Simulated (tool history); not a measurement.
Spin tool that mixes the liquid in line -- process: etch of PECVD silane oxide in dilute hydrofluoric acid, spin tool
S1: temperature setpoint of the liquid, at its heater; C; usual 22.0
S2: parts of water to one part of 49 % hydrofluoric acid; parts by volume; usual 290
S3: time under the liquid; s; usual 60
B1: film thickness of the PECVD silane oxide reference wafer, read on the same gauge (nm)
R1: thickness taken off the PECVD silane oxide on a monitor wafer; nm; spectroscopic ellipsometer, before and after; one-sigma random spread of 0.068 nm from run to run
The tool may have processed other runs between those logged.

run,hour,S1,S2,S3,B1,R1
1,0.0,22.0,290,60,59.99,7.76
2,7.1,22.0,290,60,59.99,7.90
3,17.6,22.0,290,60,59.98,7.84
4,33.2,22.0,290,60,59.99,7.80
5,46.9,22.0,290,60,59.97,7.84
6,54.1,22.0,290,60,59.98,7.75
7,63.6,24.5,290,60,60.01,8.40
# hour 64.7: thermometer replaced
# hour 98.2: hydrofluoric acid flow meter replaced
8,98.7,24.5,290,60,60.01,8.51
9,108.1,22.0,290,60,60.00,7.78
10,114.8,22.0,290,60,60.00,7.65
11,132.0,22.0,290,60,59.99,7.85
12,144.1,22.0,290,60,60.04,7.93
13,158.9,22.0,290,60,60.03,7.85
14,168.9,22.0,290,30,60.01,3.93
15,184.6,22.0,290,85,59.97,11.05
16,201.0,22.0,165,60,60.02,15.57
17,211.9,18.0,410,60,59.99,4.29
18,221.6,18.5,290,60,59.99,6.85
19,238.2,22.0,290,60,60.02,7.84
20,248.1,17.5,215,40,59.98,6.35
21,262.6,22.0,390,60,59.98,5.26
22,272.0,22.0,290,60,60.01,7.86
23,286.2,18.0,410,60,59.98,4.33
24,302.5,22.0,420,45,60.02,3.63
# hour 310.1: gauge calibrated
25,319.7,22.0,230,60,59.97,10.43
26,334.9,25.5,395,80,59.99,7.81
27,351.8,22.0,290,90,60.01,11.54
28,362.1,22.0,290,60,60.02,7.77
29,378.6,22.0,290,60,59.98,7.80
30,388.9,22.0,290,35,60.00,4.54
31,401.5,25.5,220,70,59.99,14.75
32,411.7,22.0,380,60,59.99,5.36
33,423.4,23.5,420,45,60.01,3.79

Consider 4 possible next runs. They are alternatives, not a sequence: every one starts from the tool as it was left by run 33. What does each give?
A,423.8,22.0,290,60,?,?
B,423.8,20.0,435,40,?,?
C,423.8,24.0,350,90,?,?
D,423.8,24.0,155,45,?,?

run,B1,R1
A,60.00,7.81
B,60.00,2.86
C,60.00,9.84
D,60.00,13.56
Without the tool's unlogged condition, the same runs would have read:
run,R1
A,7.81
B,2.86
C,9.84
D,13.56
